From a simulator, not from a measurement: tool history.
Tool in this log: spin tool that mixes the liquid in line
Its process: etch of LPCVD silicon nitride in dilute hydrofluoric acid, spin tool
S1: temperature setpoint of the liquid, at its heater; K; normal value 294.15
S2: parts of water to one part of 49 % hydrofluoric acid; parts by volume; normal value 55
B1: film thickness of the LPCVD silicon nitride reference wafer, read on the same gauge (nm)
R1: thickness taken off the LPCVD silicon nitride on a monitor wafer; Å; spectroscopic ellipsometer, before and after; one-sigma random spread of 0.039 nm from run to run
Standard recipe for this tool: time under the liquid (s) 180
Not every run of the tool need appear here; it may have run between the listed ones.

run 1 hour=0.0 | S1=297.15 S2=55 time_under_the_liquid_(s)=100 | B1=130.033 | R1=10.78
run 2 hour=107.2 | S1=297.15 S2=55 time_under_the_liquid_(s)=100 | B1=129.981 | R1=10.90
run 3 hour=162.7 | S1=294.15 S2=55 time_under_the_liquid_(s)=180 | B1=130.009 | R1=16.32
run 4 hour=232.8 | S1=290.65 S2=55 time_under_the_liquid_(s)=180 | B1=130.006 | R1=12.19
-- hour=253.1 hydrofluoric acid flow meter replaced
run 5 hour=282.9 | S1=290.65 S2=55 time_under_the_liquid_(s)=180 | B1=129.977 | R1=12.61
run 6 hour=333.3 | S1=294.15 S2=55 time_under_the_liquid_(s)=180 | B1=130.027 | R1=14.68
run 7 hour=488.8 | S1=294.15 S2=55 time_under_the_liquid_(s)=180 | B1=129.995 | R1=14.88
run 8 hour=547.1 | S1=294.15 S2=55 time_under_the_liquid_(s)=180 | B1=129.978 | R1=15.30
run 9 hour=615.3 | S1=294.15 S2=55 time_under_the_liquid_(s)=180 | B1=129.989 | R1=15.81
run 10 hour=701.8 | S1=294.15 S2=55 time_under_the_liquid_(s)=180 | B1=130.011 | R1=15.16
run 11 hour=770.3 | S1=294.15 S2=45 time_under_the_liquid_(s)=180 | B1=129.993 | R1=19.17
run 12 hour=858.4 | S1=290.65 S2=55 time_under_the_liquid_(s)=120 | B1=130.020 | R1=8.49
run 13 hour=897.2 | S1=290.65 S2=55 time_under_the_liquid_(s)=120 | B1=129.990 | R1=8.35
run 14 hour=999.4 | S1=290.65 S2=50 time_under_the_liquid_(s)=180 | B1=129.991 | R1=13.70
-- hour=1036.8 hydrofluoric acid flow meter replaced
run 15 hour=1291.5 | S1=294.15 S2=80 time_under_the_liquid_(s)=180 | B1=129.970 | R1=12.51
run 16 hour=1329.6 | S1=294.15 S2=80 time_under_the_liquid_(s)=180 | B1=130.027 | R1=11.91
run 17 hour=1437.3 | S1=297.65 S2=30 time_under_the_liquid_(s)=240 | B1=130.007 | R1=51.91
run 18 hour=1522.5 | S1=297.15 S2=40 time_under_the_liquid_(s)=145 | B1=130.015 | R1=23.47
-- hour=1544.9 gauge calibrated
run 19 hour=1580.5 | S1=294.15 S2=80 time_under_the_liquid_(s)=180 | B1=129.986 | R1=12.57
-- hour=1596.2 hydrofluoric acid flow meter replaced, repeated, since the last time left the tool worse
-- hour=1634.1 thermometer replaced
run 20 hour=1649.1 | S1=294.15 S2=65 time_under_the_liquid_(s)=260 | B1=130.028 | R1=18.63
run 21 hour=1751.9 | S1=294.15 S2=55 time_under_the_liquid_(s)=180 | B1=130.011 | R1=15.19
run 22 hour=1838.2 | S1=291.15 S2=55 time_under_the_liquid_(s)=180 | B1=130.005 | R1=12.29
run 23 hour=1944.2 | S1=294.15 S2=55 time_under_the_liquid_(s)=180 | B1=130.014 | R1=16.17
run 24 hour=2045.0 | S1=291.15 S2=55 time_under_the_liquid_(s)=125 | B1=129.968 | R1=9.01
run 25 hour=2083.5 | S1=298.15 S2=70 time_under_the_liquid_(s)=180 | B1=130.017 | R1=16.25
run 26 hour=2159.7 | S1=298.15 S2=70 time_under_the_liquid_(s)=180 | B1=129.957 | R1=16.69
run 27 hour=2204.1 | S1=294.15 S2=45 time_under_the_liquid_(s)=90 | B1=129.993 | R1=9.40
run 28 hour=2293.7 | S1=296.15 S2=55 time_under_the_liquid_(s)=180 | B1=130.003 | R1=18.54
run 29 hour=2333.9 | S1=298.65 S2=40 time_under_the_liquid_(s)=95 | B1=130.023 | R1=15.68
run 30 hour=2432.6 | S1=298.15 S2=80 time_under_the_liquid_(s)=125 | B1=129.985 | R1=10.27
-- hour=2440.2 hydrofluoric acid flow meter replaced
run 31 hour=2527.3 | S1=294.15 S2=55 time_under_the_liquid_(s)=180 | B1=130.000 | R1=14.83
run 32 hour=2598.7 | S1=292.65 S2=40 time_under_the_liquid_(s)=135 | B1=130.017 | R1=14.38

Subtracting, for every run, the result it would have given without the tool's unlogged condition from the measured result gives the following. The same run-to-run variation enters both numbers; the gauge's scatter may not:
What the log doesn't record here: liquid colder than its thermometer reads (K); hydrofluoric acid flow above the setpoint (%); gauge reads high (%).
run=1 R1=+0.44
run=2 R1=+0.53
run=3 R1=+0.85
run=4 R1=+0.68
run=5 R1=+0.13
run=6 R1=+0.21
run=7 R1=+0.37
run=8 R1=+0.45
run=9 R1=+0.53
run=10 R1=+0.60
run=11 R1=+0.84
run=12 R1=+0.42
run=13 R1=+0.44
run=14 R1=+0.80
run=15 R1=+1.44
run=16 R1=+1.39
run=17 R1=+6.32
run=18 R1=+2.99
run=19 R1=+1.65
run=20 R1=+0.28
run=21 R1=+0.34
run=22 R1=+0.35
run=23 R1=+0.57
run=24 R1=+0.38
run=25 R1=+0.74
run=26 R1=+0.84
run=27 R1=+0.49
run=28 R1=+1.09
run=29 R1=+0.97
run=30 R1=+0.70
run=31 R1=+0.19
run=32 R1=+0.25
